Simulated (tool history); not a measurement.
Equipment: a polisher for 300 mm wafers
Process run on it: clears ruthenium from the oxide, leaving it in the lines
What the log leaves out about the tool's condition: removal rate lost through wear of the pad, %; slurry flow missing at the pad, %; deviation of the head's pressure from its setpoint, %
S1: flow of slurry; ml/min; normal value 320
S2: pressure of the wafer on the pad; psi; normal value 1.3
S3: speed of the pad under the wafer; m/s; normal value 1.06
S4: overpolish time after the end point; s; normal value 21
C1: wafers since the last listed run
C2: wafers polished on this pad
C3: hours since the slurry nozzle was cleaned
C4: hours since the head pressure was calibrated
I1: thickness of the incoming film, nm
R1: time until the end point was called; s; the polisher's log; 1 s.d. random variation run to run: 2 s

run	hour	S1	S2	S3	S4	C1	C2	C3	C4	I1	R1
1	0	370	1.3	1.06	21	0	113	583.8	498.8	130.8	160.1
2	16.8	320	1.3	0.84	21	130	243	600.6	515.6	128.1	197.1
3	25.5	320	1.3	0.84	21	67	311	609.3	524.3	130.8	199.2
4	41.5	320	1.3	1.06	21	123	435	625.3	540.3	129.7	166
# hour 49.2: worn pad replaced by a new one
5	54.1	320	1.3	1.06	21	66	37	637.9	552.9	131.7	154.9
6	68.6	320	1.3	1.06	21	112	149	652.4	567.4	129.4	159.6
7	76.4	270	1.1	1.06	21	60	210	660.2	575.2	128.8	196.1
8	82.7	320	1.3	1.06	11	48	258	666.5	581.5	128.3	162.8
9	93.6	320	1.3	1.06	21	84	343	677.4	592.4	129.8	166.4
10	104.8	320	1.3	1.06	21	86	430	688.6	603.6	131.2	169
# hour 112.6: worn pad replaced by a new one
# hour 114.8: head pressure recalibrated
11	119.1	285	1.3	1.06	21	64	34	702.9	4.3	129.5	158.8
# hour 120.2: slurry nozzle cleaned
12	134.5	375	1.1	0.72	30	111	145	14.3	19.7	128.7	254.6
13	150.1	320	1.3	1.06	33	120	266	29.9	35.3	128.8	165.2
14	157.9	320	1.6	1.06	21	60	327	37.7	43.1	129.2	132.6
15	174.2	320	1.3	1.06	21	126	453	54	59.4	127.5	165.6

Here are 5 independent what-if runs from the current tool condition. What would each one return?
A	174.7	270	1.3	1.06	21	3	457	54.5	59.9	129.7	?
B	174.7	385	1.3	1.06	28	3	457	54.5	59.9	129.7	?
C	174.7	320	1.3	1.22	21	3	457	54.5	59.9	129.7	?
D	174.7	355	1.8	0.92	26	3	457	54.5	59.9	129.7	?
E	174.7	320	1.1	1.06	12	3	457	54.5	59.9	129.7	?

run	R1
A	175
B	169.3
C	153.3
D	137.8
E	203.2
Take away the tool's hidden state, keep each run's random variation, and the runs would have read:
run	R1
A	159.1
B	153.9
C	139.4
D	125.3
E	184.8

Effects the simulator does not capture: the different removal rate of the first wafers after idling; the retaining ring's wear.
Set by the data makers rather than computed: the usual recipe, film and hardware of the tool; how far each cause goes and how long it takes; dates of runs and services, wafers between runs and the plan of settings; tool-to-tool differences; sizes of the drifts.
